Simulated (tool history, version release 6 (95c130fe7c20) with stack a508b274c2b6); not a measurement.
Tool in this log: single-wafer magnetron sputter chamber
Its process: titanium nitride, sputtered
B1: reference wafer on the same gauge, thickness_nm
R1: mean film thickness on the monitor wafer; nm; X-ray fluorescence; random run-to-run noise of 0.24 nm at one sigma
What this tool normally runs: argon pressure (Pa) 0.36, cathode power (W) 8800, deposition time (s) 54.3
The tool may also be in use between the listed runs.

Run 1, hour 0: usual settings; B1 92.056. Result: R1 87.021 nm.
At hour 28.6: sputter target and shields replaced.
Run 2, hour 56.6: usual settings; B1 91.898. Result: R1 87.766 nm.
Run 3, hour 114.3: usual settings; B1 92.031. Result: R1 87.822 nm.
Run 4, hour 146.1: usual settings; B1 92.093. Result: R1 87.171 nm.
Run 5, hour 250.9: usual settings; B1 91.949. Result: R1 87.568 nm.
Run 6, hour 306.7: usual settings but cathode power (W) 9350; B1 91.975. Result: R1 93.194 nm.
At hour 322.6: sputter target and shields replaced.
Run 7, hour 369.7: usual settings but cathode power (W) 9350; B1 92.017. Result: R1 93.121 nm.
Run 8, hour 407.7: usual settings but cathode power (W) 9350; B1 91.948. Result: R1 92.638 nm.
At hour 462.4: gauge calibrated.
Run 9, hour 481.2: usual settings; B1 91.923. Result: R1 87.918 nm.
At hour 544: magnet pack replaced.
Run 10, hour 546.3: usual settings but cathode power (W) 10100; B1 92.022. Result: R1 100.751 nm.
Run 11, hour 592.6: usual settings but argon pressure (Pa) 0.242; B1 92.085. Result: R1 91.609 nm.
At hour 628.4: sputter target and shields replaced.
Run 12, hour 634.1: usual settings but cathode power (W) 7850; B1 92.114. Result: R1 77.995 nm.
At hour 662.5: capacitance manometer re-zeroed and calibrated.
Run 13, hour 676.7: usual settings but argon pressure (Pa) 0.223, cathode power (W) 6900; B1 91.968. Result: R1 72.691 nm.
Run 14, hour 735.7: usual settings; B1 91.994. Result: R1 87.202 nm.
Run 15, hour 799.2: usual settings; B1 92.093. Result: R1 87.286 nm.
Run 16, hour 830.5: usual settings but argon pressure (Pa) 0.487, cathode power (W) 7200; B1 91.928. Result: R1 68.626 nm.
Run 17, hour 858.2: usual settings but argon pressure (Pa) 0.461, cathode power (W) 7300, deposition time (s) 45.1; B1 91.946. Result: R1 58.069 nm.
Run 18, hour 893.2: usual settings but argon pressure (Pa) 0.273, cathode power (W) 7500, deposition time (s) 58.7; B1 92.138. Result: R1 83.565 nm.
At hour 931.4: sputter target and shields replaced.
Run 19, hour 952.3: usual settings but cathode power (W) 9950; B1 91.989. Result: R1 98.672 nm.

Predict each of these 5 candidate next runs independently; none follows another, all start after run 19:
Run A, hour 952.7: usual settings; B1 ?. Result: R1 ?.
Run B, hour 952.7: usual settings but deposition time (s) 64.3; B1 ?. Result: R1 ?.
Run C, hour 952.7: usual settings but deposition time (s) 51.1; B1 ?. Result: R1 ?.
Run D, hour 952.7: usual settings but argon pressure (Pa) 0.223, deposition time (s) 65; B1 ?. Result: R1 ?.
Run E, hour 952.7: usual settings but argon pressure (Pa) 0.397, cathode power (W) 10550; B1 ?. Result: R1 ?.

run      B1       R1
  A  92.092   87.528
  B  92.092  103.647
  C  92.092    82.37
  D  92.092   110.55
  E  92.092  103.443
Stripped of hidden state, with their random variation kept, the same runs would have yielded:
run       R1
  A   87.528
  B  103.647
  C    82.37
  D   110.55
  E  103.443

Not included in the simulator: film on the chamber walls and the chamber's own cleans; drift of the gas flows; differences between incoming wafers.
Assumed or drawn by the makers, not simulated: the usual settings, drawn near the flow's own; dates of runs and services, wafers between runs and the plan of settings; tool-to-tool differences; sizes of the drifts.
